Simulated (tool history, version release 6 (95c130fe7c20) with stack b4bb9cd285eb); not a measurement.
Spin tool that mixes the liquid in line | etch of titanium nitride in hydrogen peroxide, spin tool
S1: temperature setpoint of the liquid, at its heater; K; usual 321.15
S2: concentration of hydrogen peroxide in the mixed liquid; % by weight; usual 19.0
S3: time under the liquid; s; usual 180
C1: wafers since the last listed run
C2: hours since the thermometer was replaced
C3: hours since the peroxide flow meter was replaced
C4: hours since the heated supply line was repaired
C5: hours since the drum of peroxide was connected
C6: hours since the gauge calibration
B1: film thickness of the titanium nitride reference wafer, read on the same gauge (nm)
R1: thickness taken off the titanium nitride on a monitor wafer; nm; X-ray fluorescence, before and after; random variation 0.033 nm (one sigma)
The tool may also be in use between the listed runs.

Run 1, day 0.000: usual settings; C1 0; C2 683.4; C3 923.6; C4 1887.5; C5 577.8; C6 26.2; B1 139.28. Result: R1 5.64 nm.
Run 2, day 1.417: usual settings; C1 148; C2 717.4; C3 957.6; C4 1921.5; C5 611.8; C6 60.2; B1 138.79. Result: R1 5.65 nm.
Run 3, day 4.067: usual settings but S1 317.15 K; C1 278; C2 781.0; C3 1021.2; C4 1985.1; C5 675.4; C6 123.8; B1 138.15. Result: R1 4.16 nm.
Run 4, day 6.908: usual settings but S1 317.15 K; C1 298; C2 849.2; C3 1089.4; C4 2053.3; C5 743.6; C6 192.0; B1 137.71. Result: R1 4.20 nm.
Run 5, day 8.792: usual settings; C1 197; C2 894.4; C3 1134.6; C4 2098.5; C5 788.8; C6 237.2; B1 137.45. Result: R1 5.61 nm.
Run 6, day 10.479: usual settings but S1 318.15 K, S2 16.5 % by weight; C1 177; C2 934.9; C3 1175.1; C4 2139.0; C5 829.3; C6 277.7; B1 137.28. Result: R1 4.36 nm.
Run 7, day 11.488: usual settings but S1 318.15 K, S2 16.5 % by weight; C1 105; C2 959.1; C3 1199.3; C4 2163.2; C5 853.5; C6 301.9; B1 137.21. Result: R1 4.31 nm.
At day 12.546: heated supply line repaired.
At day 13.283: peroxide flow meter replaced.
Run 8, day 13.917: usual settings but S1 318.15 K, S2 16.5 % by weight; C1 246; C2 1017.4; C3 15.2; C4 32.9; C5 911.8; C6 360.2; B1 137.05. Result: R1 4.32 nm.
Run 9, day 15.942: usual settings; C1 212; C2 1066.0; C3 63.8; C4 81.5; C5 960.4; C6 408.8; B1 136.99. Result: R1 5.56 nm.
Run 10, day 18.508: usual settings but S1 328.15 K, S2 16.0 % by weight, S3 90 s; C1 269; C2 1127.6; C3 125.4; C4 143.1; C5 1022.0; C6 470.4; B1 136.87. Result: R1 4.39 nm.
At day 21.188: gauge calibrated.
Run 11, day 21.279: usual settings but S1 314.15 K, S2 21.0 % by weight, S3 280 s; C1 290; C2 1194.1; C3 191.9; C4 209.6; C5 1088.5; C6 2.2; B1 140.12. Result: R1 5.39 nm.
Run 12, day 23.838: usual settings but S1 326.15 K, S3 105 s; C1 268; C2 1255.5; C3 253.3; C4 271.0; C5 1149.9; C6 63.6; B1 139.21. Result: R1 4.71 nm.

Forecast run 13:
Run 13, day 24.938: usual settings but S1 326.15 K, S3 105 s; C1 115; C2 1281.9; C3 279.7; C4 297.4; C5 1176.3; C6 90.0; B1 ?. Result: R1 ?.

{"run 13": {"B1": 138.95, "R1": 4.7}}
Without the tool's hidden state the same run would have given R1 4.73 nm.
